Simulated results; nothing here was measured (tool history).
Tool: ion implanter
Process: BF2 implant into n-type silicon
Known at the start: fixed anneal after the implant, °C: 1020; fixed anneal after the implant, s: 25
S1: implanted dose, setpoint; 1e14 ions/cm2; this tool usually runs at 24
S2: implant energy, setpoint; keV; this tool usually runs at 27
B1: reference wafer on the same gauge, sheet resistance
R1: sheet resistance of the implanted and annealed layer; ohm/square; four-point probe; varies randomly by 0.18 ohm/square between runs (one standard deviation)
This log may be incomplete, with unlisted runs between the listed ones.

run	day	S1	S2	B1	R1
1	0	24	31	131.09	113.4
2	0.479	21.72	27	131.11	121.32
3	1.104	24	21.5	131.2	131.72
4	1.8	24	21.5	131.04	131.66
5	2.529	26.23	30	131.15	114.61
6	3.167	26.23	30	131.16	114.43
7	3.746	26.23	30	131.26	114.54
8	4.092	25.74	31.5	131.18	112.28
9	4.408	24	20	131.32	135.67
10	4.775	24	20	131.28	135.45
11	5.221	24	20	131.31	136.01
12	6.408	26.57	33	131.41	109.65
13	6.788	26.57	33	131.46	109.36
# day 7.129: Faraday cup replaced and dose calibrated
14	7.646	26.57	33	131.54	110.04
15	8.217	24	27	131.63	120.77
16	8.817	24	27	131.65	121.1
17	9.479	24	27	131.73	120.95
18	9.808	24	27	131.85	120.83
19	10.15	24	27	131.91	120.98
20	10.804	24	27	132.03	121.01
21	11.292	26.23	30	132.06	115.19
22	11.621	17.41	30	132.13	120.07
23	12.162	21.67	27	132.3	122.3
24	12.471	28.08	27	132.37	120.2
# day 12.9: gauge calibrated
25	12.933	27.81	18	130.98	139.65
26	13.588	18.75	32.5	131.03	113.73
27	14.133	22.1	31.5	131.01	113.03
28	14.479	29.21	32.5	130.91	109.34
# day 15.217: extraction supply calibrated
29	15.238	21.53	29.5	130.99	116.8
30	15.496	24	21	130.99	132.79
31	15.858	24	27	131.04	120.21
32	16.508	27.81	18	131.06	139.63
33	17.042	30.37	27	131.12	118.83
34	17.754	27.11	27	131.12	119.43
35	18.254	24	27	131.23	120.28
36	18.717	24	27	131.18	120.65

Expected results for the next run?
37	20.854	17.38	18	?	?

B1: 131.43
R1: 144.09 ohm/square
Take away the tool's hidden state, keep the run-to-run variation as it was, and the same run would have given R1 143.6 ohm/square.
